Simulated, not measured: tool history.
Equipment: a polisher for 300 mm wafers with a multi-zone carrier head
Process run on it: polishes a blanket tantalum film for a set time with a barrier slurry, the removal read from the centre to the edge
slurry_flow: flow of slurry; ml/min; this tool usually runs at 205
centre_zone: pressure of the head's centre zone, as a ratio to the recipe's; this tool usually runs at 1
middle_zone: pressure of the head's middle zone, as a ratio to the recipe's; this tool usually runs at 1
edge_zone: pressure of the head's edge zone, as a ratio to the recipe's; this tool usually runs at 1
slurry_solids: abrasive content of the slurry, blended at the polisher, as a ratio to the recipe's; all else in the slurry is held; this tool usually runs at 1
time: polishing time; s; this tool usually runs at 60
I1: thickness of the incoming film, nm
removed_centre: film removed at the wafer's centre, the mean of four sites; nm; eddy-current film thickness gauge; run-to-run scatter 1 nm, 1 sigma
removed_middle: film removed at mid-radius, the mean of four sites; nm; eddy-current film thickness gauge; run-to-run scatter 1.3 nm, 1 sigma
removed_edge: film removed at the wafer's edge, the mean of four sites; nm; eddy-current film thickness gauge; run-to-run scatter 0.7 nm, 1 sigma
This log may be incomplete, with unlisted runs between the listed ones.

run 1 hour=0 | slurry_flow=160 centre_zone=1 middle_zone=1.07 edge_zone=1 slurry_solids=1 time=60 | I1=432.5 | removed_centre=101.2 removed_middle=109.8 removed_edge=102.9
run 2 hour=28.6 | slurry_flow=205 centre_zone=1 middle_zone=1 edge_zone=1 slurry_solids=1 time=60 | I1=425.8 | removed_centre=107.5 removed_middle=111.1 removed_edge=104
run 3 hour=59.1 | slurry_flow=205 centre_zone=1 middle_zone=1 edge_zone=1 slurry_solids=1 time=60 | I1=429.3 | removed_centre=104.3 removed_middle=108.1 removed_edge=103.4
run 4 hour=91.7 | slurry_flow=205 centre_zone=1 middle_zone=1 edge_zone=1 slurry_solids=1 time=60 | I1=434.5 | removed_centre=104.1 removed_middle=108.4 removed_edge=102.9
run 5 hour=109.7 | slurry_flow=260 centre_zone=1 middle_zone=1 edge_zone=1 slurry_solids=1 time=60 | I1=431.2 | removed_centre=108.9 removed_middle=109.3 removed_edge=104.5
run 6 hour=130.8 | slurry_flow=260 centre_zone=1 middle_zone=1 edge_zone=1 slurry_solids=1 time=60 | I1=427.8 | removed_centre=107.1 removed_middle=106 removed_edge=105
-- hour=142.2 slurry nozzle cleaned
run 7 hour=165.9 | slurry_flow=150 centre_zone=1.03 middle_zone=1 edge_zone=1.11 slurry_solids=1 time=60 | I1=433.4 | removed_centre=100.4 removed_middle=99.4 removed_edge=101.9
run 8 hour=178.3 | slurry_flow=205 centre_zone=1 middle_zone=1 edge_zone=1 slurry_solids=1.15 time=60 | I1=426.1 | removed_centre=105.8 removed_middle=109.8 removed_edge=103.5
-- hour=192.3 worn pad replaced by a new one
run 9 hour=193.2 | slurry_flow=175 centre_zone=0.97 middle_zone=1 edge_zone=1 slurry_solids=1.15 time=60 | I1=429.9 | removed_centre=104.6 removed_middle=110.8 removed_edge=107.4
-- hour=205.5 centre zone pressure recalibrated
run 10 hour=220.3 | slurry_flow=260 centre_zone=1 middle_zone=1 edge_zone=1 slurry_solids=1 time=60 | I1=432.6 | removed_centre=109.2 removed_middle=110.9 removed_edge=106.2
-- hour=241.3 carrier head's membrane replaced by a new one
run 11 hour=252.7 | slurry_flow=205 centre_zone=1 middle_zone=1 edge_zone=1 slurry_solids=1 time=60 | I1=438.3 | removed_centre=104.8 removed_middle=105.8 removed_edge=104.8
run 12 hour=276.8 | slurry_flow=150 centre_zone=1.03 middle_zone=1 edge_zone=1.11 slurry_solids=1 time=60 | I1=423.7 | removed_centre=100.9 removed_middle=99.6 removed_edge=103.8
run 13 hour=303.5 | slurry_flow=240 centre_zone=1 middle_zone=1 edge_zone=1 slurry_solids=1 time=60 | I1=432.3 | removed_centre=106.8 removed_middle=108.4 removed_edge=103.2
-- hour=315 edge zone pressure recalibrated
run 14 hour=318.9 | slurry_flow=205 centre_zone=1 middle_zone=0.9 edge_zone=1 slurry_solids=1 time=60 | I1=422.9 | removed_centre=104.1 removed_middle=97.4 removed_edge=101.9
run 15 hour=337.8 | slurry_flow=205 centre_zone=1 middle_zone=1 edge_zone=1 slurry_solids=1 time=60 | I1=431.8 | removed_centre=102.9 removed_middle=106 removed_edge=102.7
run 16 hour=372.4 | slurry_flow=205 centre_zone=1 middle_zone=1 edge_zone=1 slurry_solids=1.25 time=60 | I1=434 | removed_centre=108.6 removed_middle=111.7 removed_edge=106.3
run 17 hour=397.1 | slurry_flow=205 centre_zone=1 middle_zone=1 edge_zone=0.95 slurry_solids=1.25 time=78 | I1=431.5 | removed_centre=141.4 removed_middle=143.8 removed_edge=135.8
run 18 hour=412.6 | slurry_flow=170 centre_zone=1 middle_zone=1 edge_zone=1.07 slurry_solids=1 time=45 | I1=427.8 | removed_centre=74.4 removed_middle=76.9 removed_edge=77.4
-- hour=427.5 worn pad replaced by a new one
run 19 hour=517.1 | slurry_flow=205 centre_zone=1 middle_zone=1 edge_zone=1 slurry_solids=1 time=60 | I1=428.8 | removed_centre=105.7 removed_middle=106.3 removed_edge=101.6
run 20 hour=550.6 | slurry_flow=170 centre_zone=1 middle_zone=1.11 edge_zone=1 slurry_solids=1 time=60 | I1=428.6 | removed_centre=101.1 removed_middle=110.4 removed_edge=98.9
-- hour=627.3 worn pad replaced by a new one
run 21 hour=627.8 | slurry_flow=205 centre_zone=1 middle_zone=1.08 edge_zone=1 slurry_solids=1.15 time=70 | I1=431.7 | removed_centre=130.8 removed_middle=136.7 removed_edge=127.2

What if the next run were any one of these 4? Each begins from the tool's condition after run 21:
run A hour=628.2 | slurry_flow=205 centre_zone=1 middle_zone=1 edge_zone=1.11 slurry_solids=1 time=60 | I1=434.9 | removed_centre=? removed_middle=? removed_edge=?
run B hour=628.2 | slurry_flow=235 centre_zone=1 middle_zone=1 edge_zone=1.05 slurry_solids=1 time=60 | I1=434.9 | removed_centre=? removed_middle=? removed_edge=?
run C hour=628.2 | slurry_flow=165 centre_zone=1.09 middle_zone=1 edge_zone=1 slurry_solids=1 time=60 | I1=434.9 | removed_centre=? removed_middle=? removed_edge=?
run D hour=628.2 | slurry_flow=205 centre_zone=1.07 middle_zone=1 edge_zone=0.97 slurry_solids=1.2 time=60 | I1=434.9 | removed_centre=? removed_middle=? removed_edge=?

run=A removed_centre=108.1 removed_middle=111.2 removed_edge=109.9
run=B removed_centre=110.5 removed_middle=113.4 removed_edge=108.4
run=C removed_centre=113 removed_middle=107 removed_edge=101.4
run=D removed_centre=120.9 removed_middle=116.1 removed_edge=107.4
Without the tool's unlogged condition, the same runs would have read:
run=A removed_centre=108.7 removed_middle=111.7 removed_edge=110.4
run=B removed_centre=111.1 removed_middle=113.9 removed_edge=108.9
run=C removed_centre=113.5 removed_middle=107.5 removed_edge=101.9
run=D removed_centre=121.5 removed_middle=116.7 removed_edge=107.9
